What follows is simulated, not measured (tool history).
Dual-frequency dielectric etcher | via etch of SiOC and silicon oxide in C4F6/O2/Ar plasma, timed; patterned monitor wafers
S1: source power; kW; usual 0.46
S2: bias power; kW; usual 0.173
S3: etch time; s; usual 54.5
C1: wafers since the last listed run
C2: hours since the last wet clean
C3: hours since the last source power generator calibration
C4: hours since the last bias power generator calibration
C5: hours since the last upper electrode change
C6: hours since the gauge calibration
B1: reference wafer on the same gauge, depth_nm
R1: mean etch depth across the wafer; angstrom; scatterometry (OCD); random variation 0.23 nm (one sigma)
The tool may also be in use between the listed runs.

run 1 hour=0 | S1=0.46 S2=0.173 S3=54.5 | C1=0 C2=75.7 C3=133.8 C4=184.2 C5=5378.7 C6=238.5 | B1=71.5 | R1=602
run 2 hour=90.8 | S1=0.46 S2=0.173 S3=54.5 | C1=687 C2=166.5 C3=224.6 C4=275 C5=5469.5 C6=329.3 | B1=71.5 | R1=603
run 3 hour=187.9 | S1=0.46 S2=0.173 S3=54.5 | C1=735 C2=263.6 C3=321.7 C4=372.1 C5=5566.6 C6=426.4 | B1=71.5 | R1=603
run 4 hour=284.7 | S1=0.46 S2=0.173 S3=54.5 | C1=732 C2=360.4 C3=418.5 C4=468.9 C5=5663.4 C6=523.2 | B1=71.5 | R1=606
-- hour=317.7 source power generator calibrated, repeated, since the last time left the tool worse
-- hour=372.2 upper electrode replaced
run 5 hour=372.7 | S1=0.46 S2=0.173 S3=54.5 | C1=454 C2=448.4 C3=55 C4=556.9 C5=0.5 C6=611.2 | B1=71.4 | R1=616
run 6 hour=425.5 | S1=0.46 S2=0.173 S3=54.5 | C1=399 C2=501.2 C3=107.8 C4=609.7 C5=53.3 C6=664 | B1=71.5 | R1=617
run 7 hour=509.4 | S1=0.51 S2=0.187 S3=60 | C1=635 C2=585.1 C3=191.7 C4=693.6 C5=137.2 C6=747.9 | B1=71.5 | R1=728
run 8 hour=563.5 | S1=0.43 S2=0.173 S3=68 | C1=409 C2=639.2 C3=245.8 C4=747.7 C5=191.3 C6=802 | B1=71.4 | R1=757
-- hour=613 wet clean of the chamber
run 9 hour=623.6 | S1=0.46 S2=0.173 S3=54.5 | C1=273 C2=10.6 C3=305.9 C4=807.8 C5=251.4 C6=862.1 | B1=71.5 | R1=616
run 10 hour=687.9 | S1=0.36 S2=0.173 S3=68 | C1=486 C2=74.9 C3=370.2 C4=872.1 C5=315.7 C6=926.4 | B1=71.5 | R1=718
run 11 hour=750.6 | S1=0.46 S2=0.173 S3=54.5 | C1=474 C2=137.6 C3=432.9 C4=934.8 C5=378.4 C6=989.1 | B1=71.5 | R1=618
run 12 hour=820.4 | S1=0.46 S2=0.173 S3=54.5 | C1=528 C2=207.4 C3=502.7 C4=1004.6 C5=448.2 C6=1058.9 | B1=71.5 | R1=611
run 13 hour=898.6 | S1=0.53 S2=0.173 S3=63 | C1=592 C2=285.6 C3=580.9 C4=1082.8 C5=526.4 C6=1137.1 | B1=71.4 | R1=740
run 14 hour=1004 | S1=0.35 S2=0.132 S3=65.5 | C1=798 C2=391 C3=686.3 C4=1188.2 C5=631.8 C6=1242.5 | B1=71.5 | R1=599
run 15 hour=1042.1 | S1=0.53 S2=0.209 S3=54.5 | C1=288 C2=429.1 C3=724.4 C4=1226.3 C5=669.9 C6=1280.6 | B1=71.6 | R1=707
run 16 hour=1153.9 | S1=0.46 S2=0.173 S3=54.5 | C1=846 C2=540.9 C3=836.2 C4=1338.1 C5=781.7 C6=1392.4 | B1=71.5 | R1=620
run 17 hour=1200.5 | S1=0.46 S2=0.173 S3=64 | C1=352 C2=587.5 C3=882.8 C4=1384.7 C5=828.3 C6=1439 | B1=71.5 | R1=728
run 18 hour=1298.3 | S1=0.46 S2=0.173 S3=54.5 | C1=740 C2=685.3 C3=980.6 C4=1482.5 C5=926.1 C6=1536.8 | B1=71.5 | R1=622
-- hour=1347.8 wet clean of the chamber
run 19 hour=1376 | S1=0.4 S2=0.173 S3=54.5 | C1=406 C2=28.2 C3=1058.3 C4=1560.2 C5=1003.8 C6=1614.5 | B1=71.6 | R1=595
run 20 hour=1455.7 | S1=0.4 S2=0.162 S3=62 | C1=603 C2=107.9 C3=1138 C4=1639.9 C5=1083.5 C6=1694.2 | B1=71.5 | R1=654
run 21 hour=1532.3 | S1=0.51 S2=0.192 S3=40 | C1=580 C2=184.5 C3=1214.6 C4=1716.5 C5=1160.1 C6=1770.8 | B1=71.6 | R1=496
run 22 hour=1601.5 | S1=0.36 S2=0.173 S3=54.5 | C1=523 C2=253.7 C3=1283.8 C4=1785.7 C5=1229.3 C6=1840 | B1=71.5 | R1=579
run 23 hour=1685.6 | S1=0.46 S2=0.173 S3=45.5 | C1=636 C2=337.8 C3=1367.9 C4=1869.8 C5=1313.4 C6=1924.1 | B1=71.5 | R1=517
run 24 hour=1754.5 | S1=0.4 S2=0.173 S3=61.5 | C1=521 C2=406.7 C3=1436.8 C4=1938.7 C5=1382.3 C6=1993 | B1=71.4 | R1=673
run 25 hour=1844.4 | S1=0.46 S2=0.136 S3=54.5 | C1=680 C2=496.6 C3=1526.7 C4=2028.6 C5=1472.2 C6=2082.9 | B1=71.5 | R1=547
run 26 hour=1939.4 | S1=0.41 S2=0.173 S3=54.5 | C1=719 C2=591.6 C3=1621.7 C4=2123.6 C5=1567.2 C6=2177.9 | B1=71.5 | R1=600
-- hour=2021.4 wet clean of the chamber
run 27 hour=2021.9 | S1=0.46 S2=0.173 S3=54.5 | C1=442 C2=0.5 C3=1704.2 C4=2206.1 C5=1649.7 C6=2260.4 | B1=71.5 | R1=622
run 28 hour=2098.7 | S1=0.38 S2=0.207 S3=61.5 | C1=581 C2=77.3 C3=1781 C4=2282.9 C5=1726.5 C6=2337.2 | B1=71.5 | R1=722
run 29 hour=2187.1 | S1=0.46 S2=0.202 S3=54.5 | C1=669 C2=165.7 C3=1869.4 C4=2371.3 C5=1814.9 C6=2425.6 | B1=71.5 | R1=671

What the log doesn't show, run by run:
etch rate over this chamber's usual, %: 0 in every run
bias power that arrives over what is set, %: 0 in every run
gauge reads high (%): 0 in every run
H1: source power that arrives over what is set, %
run=1 H1=-6.05
run=2 H1=-5.77
run=3 H1=-5.48
run=4 H1=-5.23
run=5 H1=0.658
run=6 H1=0.842
run=7 H1=1.12
run=8 H1=1.28
run=9 H1=1.45
run=10 H1=1.63
run=11 H1=1.79
run=12 H1=1.96
run=13 H1=2.14
run=14 H1=2.35
run=15 H1=2.43
run=16 H1=2.63
run=17 H1=2.7
run=18 H1=2.86
run=19 H1=2.97
run=20 H1=3.07
run=21 H1=3.17
run=22 H1=3.25
run=23 H1=3.34
run=24 H1=3.4
run=25 H1=3.49
run=26 H1=3.57
run=27 H1=3.63
run=28 H1=3.69
run=29 H1=3.74

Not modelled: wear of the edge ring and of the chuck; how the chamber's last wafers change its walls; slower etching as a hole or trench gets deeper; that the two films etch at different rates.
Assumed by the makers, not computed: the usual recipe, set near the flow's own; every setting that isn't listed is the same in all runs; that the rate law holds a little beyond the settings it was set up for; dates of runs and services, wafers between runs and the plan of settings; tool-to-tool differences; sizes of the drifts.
